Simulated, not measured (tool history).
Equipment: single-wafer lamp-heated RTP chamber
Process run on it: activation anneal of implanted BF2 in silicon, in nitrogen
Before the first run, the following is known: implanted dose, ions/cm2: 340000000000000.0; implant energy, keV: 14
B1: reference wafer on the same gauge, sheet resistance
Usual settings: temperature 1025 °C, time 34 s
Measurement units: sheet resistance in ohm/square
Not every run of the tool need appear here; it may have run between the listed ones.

run 1 hour=0.0 | temperature=1025 time=34 | B1=328.98 | sheet_resistance=334.91
run 2 hour=32.7 | temperature=1034 time=34 | B1=329.30 | sheet_resistance=330.18
run 3 hour=48.4 | temperature=1034 time=34 | B1=329.09 | sheet_resistance=331.35
run 4 hour=73.8 | temperature=1034 time=34 | B1=328.89 | sheet_resistance=331.94
run 5 hour=95.7 | temperature=1025 time=34 | B1=328.91 | sheet_resistance=334.09
run 6 hour=113.9 | temperature=1025 time=34 | B1=328.78 | sheet_resistance=332.74
run 7 hour=136.7 | temperature=1025 time=34 | B1=329.03 | sheet_resistance=333.28
run 8 hour=158.6 | temperature=1025 time=34 | B1=328.86 | sheet_resistance=334.07
run 9 hour=171.7 | temperature=1025 time=34 | B1=329.08 | sheet_resistance=333.40
run 10 hour=204.5 | temperature=1025 time=34 | B1=328.99 | sheet_resistance=333.58
run 11 hour=231.5 | temperature=1025 time=34 | B1=329.13 | sheet_resistance=331.53
run 12 hour=249.5 | temperature=1025 time=34 | B1=329.10 | sheet_resistance=334.05
run 13 hour=283.7 | temperature=1038 time=34 | B1=328.86 | sheet_resistance=327.44
run 14 hour=337.7 | temperature=1038 time=34 | B1=329.00 | sheet_resistance=325.77
run 15 hour=371.2 | temperature=1025 time=34 | B1=328.89 | sheet_resistance=331.31
run 16 hour=398.0 | temperature=1025 time=34 | B1=329.24 | sheet_resistance=329.94
-- hour=423.2 pyrometer window cleaned and pyrometer calibrated
run 17 hour=432.9 | temperature=1014 time=40 | B1=328.84 | sheet_resistance=338.32
run 18 hour=464.5 | temperature=1025 time=53 | B1=328.96 | sheet_resistance=326.06
run 19 hour=519.9 | temperature=1025 time=34 | B1=329.12 | sheet_resistance=335.01
run 20 hour=544.4 | temperature=1042 time=40 | B1=329.05 | sheet_resistance=323.35
run 21 hour=577.1 | temperature=1025 time=27 | B1=328.92 | sheet_resistance=338.41
run 22 hour=604.5 | temperature=1025 time=26 | B1=328.93 | sheet_resistance=336.86

Run 23 is up next; what results do you expect?
run 23 hour=623.0 | temperature=1025 time=34 | B1=? | sheet_resistance=?

B1: 328.98
sheet resistance: 333.70 ohm/square
With the hidden condition absent and the run-to-run variation left alone, this run would have shown sheet resistance 334.67 ohm/square.
